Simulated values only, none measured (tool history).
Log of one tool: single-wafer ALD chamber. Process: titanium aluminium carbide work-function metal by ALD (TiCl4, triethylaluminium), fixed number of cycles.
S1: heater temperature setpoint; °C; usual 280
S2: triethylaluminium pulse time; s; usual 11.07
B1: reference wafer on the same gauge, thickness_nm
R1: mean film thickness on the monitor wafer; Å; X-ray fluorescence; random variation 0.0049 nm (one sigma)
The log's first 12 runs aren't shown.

Run 13, day 15.508: usual settings; B1 1.981. Result: R1 19.51 Å.
Run 14, day 16.221: usual settings; B1 1.980. Result: R1 19.43 Å.
At day 17.450: showerhead replaced.
Run 15, day 17.471: usual settings; B1 1.981. Result: R1 19.37 Å.
Run 16, day 18.458: usual settings but S1 268 °C; B1 1.980. Result: R1 18.21 Å.
At day 19.767: gauge calibrated.
At day 20.583: thermocouple changed; heater temperature recalibrated.
Run 17, day 22.825: usual settings; B1 1.979. Result: R1 19.29 Å.
Run 18, day 24.121: usual settings but S1 285 °C, S2 12.74 s; B1 1.980. Result: R1 20.05 Å.
Run 19, day 25.467: usual settings; B1 1.980. Result: R1 19.27 Å.
Run 20, day 26.762: usual settings; B1 1.980. Result: R1 19.21 Å.
Run 21, day 27.612: usual settings but S1 285 °C, S2 13.81 s; B1 1.980. Result: R1 20.12 Å.
Run 22, day 28.483: usual settings but S1 287 °C, S2 15.38 s; B1 1.980. Result: R1 20.52 Å.
Run 23, day 29.783: usual settings but S1 273 °C, S2 14.08 s; B1 1.980. Result: R1 18.95 Å.
Run 24, day 30.717: usual settings; B1 1.979. Result: R1 19.13 Å.
Run 25, day 31.658: usual settings; B1 1.980. Result: R1 19.00 Å.
Run 26, day 32.700: usual settings but S1 267 °C, S2 9.21 s; B1 1.980. Result: R1 17.24 Å.
Run 27, day 33.912: usual settings but S1 287 °C, S2 9.93 s; B1 1.980. Result: R1 19.39 Å.
Run 28, day 35.383: usual settings but S1 290 °C, S2 6.73 s; B1 1.980. Result: R1 17.32 Å.
Run 29, day 36.150: usual settings but S1 289 °C, S2 7.21 s; B1 1.980. Result: R1 17.77 Å.
Run 30, day 37.421: usual settings; B1 1.980. Result: R1 19.03 Å.
Run 31, day 38.500: usual settings but S1 274 °C, S2 6.75 s; B1 1.980. Result: R1 16.07 Å.

Forecast each of these 4 alternatives for the next run:
Run A, day 38.517: usual settings but S2 9.76 s; B1 ?. Result: R1 ?.
Run B, day 38.517: usual settings but S1 291 °C, S2 8.50 s; B1 ?. Result: R1 ?.
Run C, day 38.517: usual settings but S1 275 °C, S2 7.08 s; B1 ?. Result: R1 ?.
Run D, day 38.517: usual settings but S1 267 °C, S2 8.54 s; B1 ?. Result: R1 ?.

run     B1     R1
  A  1.980  18.51
  B  1.980  18.82
  C  1.980  16.36
  D  1.980  16.76
Without the tool's hidden state the same runs would have given:
run     R1
  A  19.24
  B  19.83
  C  17.58
  D  17.65

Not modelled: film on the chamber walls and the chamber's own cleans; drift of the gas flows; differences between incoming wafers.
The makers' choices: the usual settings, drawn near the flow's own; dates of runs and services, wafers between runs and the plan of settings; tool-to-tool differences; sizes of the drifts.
